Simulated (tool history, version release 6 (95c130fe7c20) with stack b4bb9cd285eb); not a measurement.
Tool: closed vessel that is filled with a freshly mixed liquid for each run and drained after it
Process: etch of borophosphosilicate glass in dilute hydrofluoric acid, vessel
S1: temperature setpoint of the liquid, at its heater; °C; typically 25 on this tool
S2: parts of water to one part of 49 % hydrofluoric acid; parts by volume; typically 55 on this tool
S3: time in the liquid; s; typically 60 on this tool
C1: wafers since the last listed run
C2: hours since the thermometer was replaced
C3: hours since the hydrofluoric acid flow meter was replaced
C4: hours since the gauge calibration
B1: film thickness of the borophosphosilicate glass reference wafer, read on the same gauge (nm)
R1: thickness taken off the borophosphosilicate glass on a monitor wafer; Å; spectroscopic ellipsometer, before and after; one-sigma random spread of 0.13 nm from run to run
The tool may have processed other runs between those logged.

run,hour,S1,S2,S3,C1,C2,C3,C4,B1,R1
1,0,25,55,60,0,503.4,956.5,1065.5,120,349.5
2,49.6,25,55,60,5256,553,1006.1,1115.1,120.02,351.9
3,138.2,25,55,60,9389,641.6,1094.7,1203.7,120.01,349.7
4,187.5,25,55,60,5224,690.9,1144,1253,120,349.6
5,227.4,25,55,60,4228,730.8,1183.9,1292.9,120.02,350.4
6,324.5,25,55,60,10290,827.9,1281,1390,120,350.5
7,403.6,25,55,60,8383,907,1360.1,1469.1,119.99,354
8,499.8,21.5,55,75,10195,1003.2,1456.3,1565.3,120.01,381.9
9,596,21.5,55,75,10195,1099.4,1552.5,1661.5,120,381.7
10,641.1,25,55,60,4779,1144.5,1597.6,1706.6,120.01,355.2
11,715.6,25,55,60,7895,1219,1672.1,1781.1,119.99,354.9
12,823,25,55,75,11382,1326.4,1779.5,1888.5,120.02,445.8
13,877.7,25,55,60,5797,1381.1,1834.2,1943.2,119.99,355
14,915.1,25,55,60,3963,1418.5,1871.6,1980.6,120.02,357.5
15,988.7,25,55,60,7800,1492.1,1945.2,2054.2,120,358.7
16,1042.5,27.5,35,45,5701,1545.9,1999,2108,119.98,479.6
# hour 1113.2: thermometer replaced
17,1129.6,28.5,70,30,9124,16.4,2086.1,2195.1,120.02,158.2

For run 18, what comes out?
# hour 1196.2: gauge calibrated
18,1210.5,21.5,45,30,8573,97.3,2167,14.3,?,?

B1: 119.97
R1: 193.5 Å
If the tool had no hidden condition, the same run with the same run-to-run variation would have returned R1 184 Å.

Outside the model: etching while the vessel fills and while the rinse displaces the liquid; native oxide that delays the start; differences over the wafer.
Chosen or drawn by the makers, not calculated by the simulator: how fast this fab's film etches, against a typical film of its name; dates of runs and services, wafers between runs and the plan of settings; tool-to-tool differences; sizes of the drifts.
